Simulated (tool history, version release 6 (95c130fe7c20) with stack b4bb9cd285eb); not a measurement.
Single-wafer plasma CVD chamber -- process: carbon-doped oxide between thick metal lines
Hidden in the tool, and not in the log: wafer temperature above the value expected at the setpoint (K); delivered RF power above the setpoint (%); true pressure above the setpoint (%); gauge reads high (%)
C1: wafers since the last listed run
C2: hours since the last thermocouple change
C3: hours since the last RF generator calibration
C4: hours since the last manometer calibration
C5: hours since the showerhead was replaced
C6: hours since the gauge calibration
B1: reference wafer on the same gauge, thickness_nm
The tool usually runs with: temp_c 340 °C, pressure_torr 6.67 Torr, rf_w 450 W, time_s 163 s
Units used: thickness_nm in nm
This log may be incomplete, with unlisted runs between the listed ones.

{"run": 1, "hour": 0.0, "temp_c": 340, "pressure_torr": 6.67, "rf_w": 450, "time_s": 163, "C1": 0, "C2": 2136.7, "C3": 1624.4, "C4": 2914.8, "C5": 3558.2, "C6": 171.3, "B1": 862.123, "thickness_nm": 900.117}
{"run": 2, "hour": 82.2, "temp_c": 340, "pressure_torr": 6.67, "rf_w": 450, "time_s": 163, "C1": 833, "C2": 2218.9, "C3": 1706.6, "C4": 2997, "C5": 3640.4, "C6": 253.5, "B1": 861.999, "thickness_nm": 899.514}
{"run": 3, "hour": 124.7, "temp_c": 340, "pressure_torr": 6.28, "rf_w": 450, "time_s": 163, "C1": 431, "C2": 2261.4, "C3": 1749.1, "C4": 3039.5, "C5": 3682.9, "C6": 296, "B1": 860.99, "thickness_nm": 897.59}
{"run": 4, "hour": 182.5, "temp_c": 340, "pressure_torr": 6.28, "rf_w": 450, "time_s": 163, "C1": 586, "C2": 2319.2, "C3": 1806.9, "C4": 3097.3, "C5": 3740.7, "C6": 353.8, "B1": 862.161, "thickness_nm": 898.36}
{"run": 5, "hour": 243.5, "temp_c": 340, "pressure_torr": 6.67, "rf_w": 450, "time_s": 163, "C1": 618, "C2": 2380.2, "C3": 1867.9, "C4": 3158.3, "C5": 3801.7, "C6": 414.8, "B1": 861.234, "thickness_nm": 902.279}
{"run": 6, "hour": 292.8, "temp_c": 340, "pressure_torr": 6.67, "rf_w": 450, "time_s": 163, "C1": 500, "C2": 2429.5, "C3": 1917.2, "C4": 3207.6, "C5": 3851, "C6": 464.1, "B1": 861.831, "thickness_nm": 901.184}
{"run": 7, "hour": 329.0, "temp_c": 340, "pressure_torr": 6.67, "rf_w": 450, "time_s": 163, "C1": 367, "C2": 2465.7, "C3": 1953.4, "C4": 3243.8, "C5": 3887.2, "C6": 500.3, "B1": 861.213, "thickness_nm": 901.753}
{"hour": 352.5, "done": "RF generator calibrated"}
{"run": 8, "hour": 371.6, "temp_c": 340, "pressure_torr": 7.84, "rf_w": 450, "time_s": 163, "C1": 350, "C2": 2508.3, "C3": 19.1, "C4": 3286.4, "C5": 3929.8, "C6": 542.9, "B1": 862.771, "thickness_nm": 889.761}
{"hour": 382.4, "done": "capacitance manometer re-zeroed and calibrated"}
{"run": 9, "hour": 418.3, "temp_c": 340, "pressure_torr": 7.84, "rf_w": 450, "time_s": 163, "C1": 392, "C2": 2555, "C3": 65.8, "C4": 35.9, "C5": 3976.5, "C6": 589.6, "B1": 862.067, "thickness_nm": 889.832}
{"hour": 466.1, "done": "gauge calibrated"}
{"run": 10, "hour": 489.1, "temp_c": 340, "pressure_torr": 7.84, "rf_w": 450, "time_s": 163, "C1": 718, "C2": 2625.8, "C3": 136.6, "C4": 106.7, "C5": 4047.3, "C6": 23, "B1": 862.746, "thickness_nm": 884.072}
{"hour": 509.2, "done": "RF generator calibrated, repeated, since the last time left the tool worse"}
{"hour": 515.7, "done": "showerhead replaced"}
{"hour": 534.7, "done": "thermocouple changed; heater temperature recalibrated"}
{"run": 11, "hour": 555.3, "temp_c": 350, "pressure_torr": 6.67, "rf_w": 450, "time_s": 163, "C1": 443, "C2": 20.6, "C3": 46.1, "C4": 172.9, "C5": 39.6, "C6": 89.2, "B1": 863.102, "thickness_nm": 901.016}
{"run": 12, "hour": 597.3, "temp_c": 340, "pressure_torr": 7.74, "rf_w": 450, "time_s": 163, "C1": 425, "C2": 62.6, "C3": 88.1, "C4": 214.9, "C5": 81.6, "C6": 131.2, "B1": 862.582, "thickness_nm": 929.196}
{"run": 13, "hour": 633.9, "temp_c": 340, "pressure_torr": 7.34, "rf_w": 510, "time_s": 163, "C1": 371, "C2": 99.2, "C3": 124.7, "C4": 251.5, "C5": 118.2, "C6": 167.8, "B1": 861.933, "thickness_nm": 1033.313}
{"run": 14, "hour": 701.0, "temp_c": 340, "pressure_torr": 6.67, "rf_w": 405, "time_s": 163, "C1": 680, "C2": 166.3, "C3": 191.8, "C4": 318.6, "C5": 185.3, "C6": 234.9, "B1": 861.909, "thickness_nm": 829.827}
{"run": 15, "hour": 730.6, "temp_c": 340, "pressure_torr": 5.45, "rf_w": 450, "time_s": 163, "C1": 300, "C2": 195.9, "C3": 221.4, "C4": 348.2, "C5": 214.9, "C6": 264.5, "B1": 861.432, "thickness_nm": 917.219}
{"run": 16, "hour": 789.4, "temp_c": 340, "pressure_torr": 6.67, "rf_w": 450, "time_s": 163, "C1": 596, "C2": 254.7, "C3": 280.2, "C4": 407, "C5": 273.7, "C6": 323.3, "B1": 862.52, "thickness_nm": 924.749}
{"run": 17, "hour": 837.6, "temp_c": 340, "pressure_torr": 6.67, "rf_w": 450, "time_s": 154, "C1": 488, "C2": 302.9, "C3": 328.4, "C4": 455.2, "C5": 321.9, "C6": 371.5, "B1": 861.36, "thickness_nm": 875.827}
{"run": 18, "hour": 897.5, "temp_c": 328, "pressure_torr": 7.46, "rf_w": 410, "time_s": 149, "C1": 607, "C2": 362.8, "C3": 388.3, "C4": 515.1, "C5": 381.8, "C6": 431.4, "B1": 861.708, "thickness_nm": 793.143}
{"run": 19, "hour": 951.7, "temp_c": 329, "pressure_torr": 7.14, "rf_w": 450, "time_s": 163, "C1": 549, "C2": 417, "C3": 442.5, "C4": 569.3, "C5": 436, "C6": 485.6, "B1": 861.843, "thickness_nm": 945.951}
{"run": 20, "hour": 1014.6, "temp_c": 347, "pressure_torr": 6.67, "rf_w": 375, "time_s": 182, "C1": 637, "C2": 479.9, "C3": 505.4, "C4": 632.2, "C5": 498.9, "C6": 548.5, "B1": 862.08, "thickness_nm": 825.24}
{"run": 21, "hour": 1062.3, "temp_c": 340, "pressure_torr": 7.84, "rf_w": 450, "time_s": 163, "C1": 483, "C2": 527.6, "C3": 553.1, "C4": 679.9, "C5": 546.6, "C6": 596.2, "B1": 860.304, "thickness_nm": 923.88}

Consider 3 possible next runs. They are alternatives, not a sequence: every one starts from the tool as it was left by run 21. What does each give?
{"run": "A", "hour": 1062.7, "temp_c": 340, "pressure_torr": 8.17, "rf_w": 450, "time_s": 163, "C1": 4, "C2": 528, "C3": 553.5, "C4": 680.3, "C5": 547, "C6": 596.6, "B1": "?", "thickness_nm": "?"}
{"run": "B", "hour": 1062.7, "temp_c": 340, "pressure_torr": 5.64, "rf_w": 425, "time_s": 163, "C1": 4, "C2": 528, "C3": 553.5, "C4": 680.3, "C5": 547, "C6": 596.6, "B1": "?", "thickness_nm": "?"}
{"run": "C", "hour": 1062.7, "temp_c": 340, "pressure_torr": 8.3, "rf_w": 450, "time_s": 192, "C1": 4, "C2": 528, "C3": 553.5, "C4": 680.3, "C5": 547, "C6": 596.6, "B1": "?", "thickness_nm": "?"}

run=A B1=861.715 thickness_nm=929.569
run=B B1=861.715 thickness_nm=862.421
run=C B1=861.715 thickness_nm=1095.117
What these runs would have given with no unlogged condition in the tool:
run=A thickness_nm=937.679
run=B thickness_nm=869.945
run=C thickness_nm=1104.671

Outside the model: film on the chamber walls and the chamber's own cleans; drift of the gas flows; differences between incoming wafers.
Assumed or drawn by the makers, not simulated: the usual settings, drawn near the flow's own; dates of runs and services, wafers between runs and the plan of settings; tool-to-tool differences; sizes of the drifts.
